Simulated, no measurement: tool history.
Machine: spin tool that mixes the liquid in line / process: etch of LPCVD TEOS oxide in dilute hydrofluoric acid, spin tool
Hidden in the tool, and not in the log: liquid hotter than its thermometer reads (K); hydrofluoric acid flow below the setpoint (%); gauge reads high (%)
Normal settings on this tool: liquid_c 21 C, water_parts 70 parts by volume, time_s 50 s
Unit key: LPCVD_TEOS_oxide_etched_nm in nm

run,day,liquid_c,water_parts,time_s,wafers since the last listed run,hours since the thermometer was replaced,hours since the hydrofluoric acid flow meter was replaced,hours since the gauge calibration,"read-back film thickness of the LPCVD TEOS oxide reference wafer, read on the same gauge (nm)",LPCVD_TEOS_oxide_etched_nm
1,0,21,70,50,0,759.3,39.6,349.4,100.01,9.66
2,2.054,21,100,50,706,808.6,88.9,398.7,99.99,6.48
3,3.692,21,70,50,563,847.9,128.2,438,100.03,9.62
4,5.075,21,70,50,475,881.1,161.4,471.2,100,9.53
5,6.338,21,70,45,434,911.4,191.7,501.5,100.01,8.55
6,9.3,21,70,50,1018,982.5,262.8,572.6,100.03,9.35
7,10.979,21,70,50,577,1022.8,303.1,612.9,99.98,9.35
8,13.179,21,70,65,756,1075.6,355.9,665.7,99.95,12.05
9,14.996,21,70,65,624,1119.2,399.5,709.3,99.97,11.96
10,16.708,21,70,50,588,1160.3,440.6,750.4,99.99,9.23
11,17.908,21,70,50,412,1189.1,469.4,779.2,99.99,9.2
12,20.525,21,70,50,899,1251.9,532.2,842,99.98,9.14
# day 21.042: hydrofluoric acid flow meter replaced
13,22.088,24.5,95,60,522,1289.4,25.1,879.5,99.96,9.54
14,23.142,21,70,50,362,1314.7,50.4,904.8,99.97,9.56
# day 23.158: gauge calibrated
15,25.325,24.5,40,35,750,1367.1,102.8,52,100,14.05
16,26.738,21,70,50,485,1401,136.7,85.9,99.99,9.51
17,28.842,21,70,50,723,1451.5,187.2,136.4,100.02,9.51
18,29.992,26,70,50,395,1479.1,214.8,164,100.01,11.59
19,31.05,24,50,50,363,1504.5,240.2,189.4,99.99,15.28
20,32.217,19,70,35,401,1532.5,268.2,217.4,100.03,6
21,34.588,25,85,80,815,1589.4,325.1,274.3,99.98,14.17
22,36.146,21,50,20,535,1626.8,362.5,311.7,100.01,5.33
23,38.333,19.5,55,65,752,1679.3,415,364.2,99.98,14.52
# day 39.192: thermometer replaced
24,39.988,17,50,25,554,19.1,454.7,403.9,100.02,5.5
25,41.688,19.5,70,50,584,59.9,495.5,444.7,100,8.44
# day 44.662: hydrofluoric acid flow meter replaced
26,44.683,21,70,50,1015,131.8,0.5,516.6,100,9.71
27,50.304,25.5,85,60,1932,266.7,135.4,651.5,100,11.17
28,51.767,21,70,70,502,301.8,170.5,686.6,100.01,13.27
29,54.483,21,70,50,934,367,235.7,751.8,99.99,9.51
30,56.425,21,70,50,667,413.6,282.3,798.4,100.02,9.32
31,58.15,21,70,50,593,455,323.7,839.8,99.99,9.35
32,60.092,23.5,50,50,667,501.6,370.3,886.4,100.02,14.7
33,62.304,21,70,40,760,554.7,423.4,939.5,100,7.37
34,64.979,18.5,40,30,919,618.9,487.6,1003.7,99.99,8.9

Difference, measured minus no-hidden-state, one row per run. Run-to-run variation is common to both terms; the gauge's own scatter need not be:
run,LPCVD_TEOS_oxide_etched_nm
1,-0.09
2,-0.1
3,-0.2
4,-0.24
5,-0.25
6,-0.36
7,-0.41
8,-0.61
9,-0.68
10,-0.58
11,-0.61
12,-0.69
13,-0.12
14,-0.15
15,-0.3
16,-0.26
17,-0.32
18,-0.43
19,-0.61
20,-0.27
21,-0.75
22,-0.29
23,-0.91
24,-0.38
25,-0.63
26,-0.08
27,-0.3
28,-0.4
29,-0.37
30,-0.42
31,-0.47
32,-0.83
33,-0.47
34,-0.63
